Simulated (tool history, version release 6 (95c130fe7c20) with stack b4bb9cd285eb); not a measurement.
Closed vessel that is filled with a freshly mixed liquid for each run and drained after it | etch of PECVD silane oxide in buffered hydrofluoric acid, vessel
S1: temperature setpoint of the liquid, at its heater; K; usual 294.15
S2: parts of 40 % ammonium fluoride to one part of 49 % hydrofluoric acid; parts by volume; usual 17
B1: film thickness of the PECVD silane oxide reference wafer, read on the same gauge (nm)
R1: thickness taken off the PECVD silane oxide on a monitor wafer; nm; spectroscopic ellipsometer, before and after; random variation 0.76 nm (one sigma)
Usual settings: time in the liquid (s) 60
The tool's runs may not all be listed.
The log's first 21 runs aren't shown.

At hour 258.4: hydrofluoric acid flow meter replaced.
Run 22, hour 272.4: usual settings but S2 20 parts by volume; B1 79.99. Result: R1 129.08 nm.
Run 23, hour 278.7: usual settings but S1 290.15 K, S2 21.5 parts by volume, time in the liquid (s) 90; B1 80.01. Result: R1 145.64 nm.
Run 24, hour 292.9: usual settings; B1 79.99. Result: R1 150.43 nm.
Run 25, hour 342: usual settings but time in the liquid (s) 75; B1 80.02. Result: R1 186.38 nm.
Run 26, hour 357.8: usual settings but S1 295.65 K, time in the liquid (s) 35; B1 79.98. Result: R1 94.9 nm.
Run 27, hour 363.9: usual settings but S2 19.5 parts by volume; B1 80.01. Result: R1 131.08 nm.
Run 28, hour 372.4: usual settings but S2 22.5 parts by volume; B1 80. Result: R1 117.01 nm.
At hour 384.6: gauge calibrated.
Run 29, hour 388.4: usual settings but S2 14 parts by volume; B1 80.02. Result: R1 180.84 nm.
Run 30, hour 399.4: usual settings but S2 20 parts by volume, time in the liquid (s) 40; B1 79.98. Result: R1 84.44 nm.

5 ways to go on from here, each from the tool as it stands after run 30. What would each give?
Run A, hour 400.1: usual settings but S1 291.15 K; B1 ?. Result: R1 ?.
Run B, hour 400.1: usual settings but S1 292.15 K, S2 22 parts by volume, time in the liquid (s) 30; B1 ?. Result: R1 ?.
Run C, hour 400.1: usual settings but S2 11 parts by volume; B1 ?. Result: R1 ?.
Run D, hour 400.1: usual settings but S1 296.65 K, S2 14.5 parts by volume, time in the liquid (s) 35; B1 ?. Result: R1 ?.
Run E, hour 400.1: usual settings but S1 296.65 K, S2 22 parts by volume, time in the liquid (s) 45; B1 ?. Result: R1 ?.

run     B1      R1
  A  79.94  125.29
  B  79.94   53.09
  C  79.94   227.4
  D  79.94  116.19
  E  79.94  102.35
Without the tool's hidden state the same runs would have given:
run      R1
  A  127.07
  B   53.62
  C  230.61
  D  117.83
  E  103.37
